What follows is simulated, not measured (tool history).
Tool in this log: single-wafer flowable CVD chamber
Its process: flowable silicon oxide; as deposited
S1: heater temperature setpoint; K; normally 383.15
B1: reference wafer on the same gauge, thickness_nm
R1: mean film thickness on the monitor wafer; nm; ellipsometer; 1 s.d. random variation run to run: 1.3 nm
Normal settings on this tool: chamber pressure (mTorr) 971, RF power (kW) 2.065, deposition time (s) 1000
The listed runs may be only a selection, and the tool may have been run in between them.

{"run": 1, "hour": 0.0, "S1": 383.15, "chamber pressure (mTorr)": 1047, "RF power (kW)": 2.065, "deposition time (s)": 1000, "B1": 444.251, "R1": 547.782}
{"run": 2, "hour": 19.6, "S1": 379.15, "chamber pressure (mTorr)": 971, "RF power (kW)": 2.065, "deposition time (s)": 880, "B1": 444.12, "R1": 519.731}
{"run": 3, "hour": 33.0, "S1": 383.15, "chamber pressure (mTorr)": 971, "RF power (kW)": 1.74, "deposition time (s)": 1000, "B1": 444.278, "R1": 481.796}
{"run": 4, "hour": 58.9, "S1": 383.15, "chamber pressure (mTorr)": 971, "RF power (kW)": 2.065, "deposition time (s)": 1000, "B1": 444.042, "R1": 506.934}
{"hour": 69.0, "done": "gauge calibrated"}
{"run": 5, "hour": 71.8, "S1": 383.15, "chamber pressure (mTorr)": 971, "RF power (kW)": 2.065, "deposition time (s)": 1000, "B1": 443.704, "R1": 507.486}
{"run": 6, "hour": 92.6, "S1": 383.15, "chamber pressure (mTorr)": 971, "RF power (kW)": 2.065, "deposition time (s)": 1000, "B1": 444.196, "R1": 507.472}
{"run": 7, "hour": 158.3, "S1": 383.15, "chamber pressure (mTorr)": 971, "RF power (kW)": 2.065, "deposition time (s)": 1000, "B1": 443.835, "R1": 506.992}
{"run": 8, "hour": 189.4, "S1": 383.15, "chamber pressure (mTorr)": 971, "RF power (kW)": 2.065, "deposition time (s)": 1000, "B1": 444.033, "R1": 508.361}
{"run": 9, "hour": 213.5, "S1": 383.15, "chamber pressure (mTorr)": 971, "RF power (kW)": 2.065, "deposition time (s)": 1000, "B1": 444.191, "R1": 505.805}
{"run": 10, "hour": 281.2, "S1": 383.15, "chamber pressure (mTorr)": 971, "RF power (kW)": 2.065, "deposition time (s)": 1000, "B1": 443.699, "R1": 507.803}
{"run": 11, "hour": 299.0, "S1": 372.15, "chamber pressure (mTorr)": 971, "RF power (kW)": 2.065, "deposition time (s)": 1120, "B1": 443.744, "R1": 858.893}
{"run": 12, "hour": 329.4, "S1": 372.15, "chamber pressure (mTorr)": 971, "RF power (kW)": 2.065, "deposition time (s)": 1120, "B1": 444.167, "R1": 859.023}
{"run": 13, "hour": 349.6, "S1": 383.15, "chamber pressure (mTorr)": 971, "RF power (kW)": 2.065, "deposition time (s)": 1000, "B1": 444.14, "R1": 506.112}
{"hour": 360.1, "done": "thermocouple changed; heater temperature recalibrated"}
{"hour": 435.9, "done": "RF generator calibrated"}
{"run": 14, "hour": 440.2, "S1": 383.15, "chamber pressure (mTorr)": 971, "RF power (kW)": 2.065, "deposition time (s)": 870, "B1": 444.124, "R1": 443.585}
{"hour": 463.9, "done": "showerhead replaced"}
{"run": 15, "hour": 464.4, "S1": 383.15, "chamber pressure (mTorr)": 971, "RF power (kW)": 2.065, "deposition time (s)": 1000, "B1": 444.187, "R1": 508.363}
{"run": 16, "hour": 487.6, "S1": 387.15, "chamber pressure (mTorr)": 1197, "RF power (kW)": 1.7, "deposition time (s)": 930, "B1": 444.145, "R1": 472.462}
{"run": 17, "hour": 513.7, "S1": 392.15, "chamber pressure (mTorr)": 971, "RF power (kW)": 2.285, "deposition time (s)": 1000, "B1": 444.342, "R1": 379.188}
{"run": 18, "hour": 537.1, "S1": 390.15, "chamber pressure (mTorr)": 842, "RF power (kW)": 2.065, "deposition time (s)": 1000, "B1": 443.902, "R1": 344.257}
{"run": 19, "hour": 555.6, "S1": 383.15, "chamber pressure (mTorr)": 971, "RF power (kW)": 1.93, "deposition time (s)": 910, "B1": 444.313, "R1": 453.433}

Run 20 has not been measured yet. What should we expect?
{"hour": 592.4, "done": "capacitance manometer re-zeroed and calibrated"}
{"run": 20, "hour": 592.9, "S1": 383.15, "chamber pressure (mTorr)": 971, "RF power (kW)": 2.065, "deposition time (s)": 1000, "B1": "?", "R1": "?"}

{"run 20": {"B1": 443.994, "R1": 506.364}}
Without the tool's hidden state the same run would have given R1 506.364 nm.
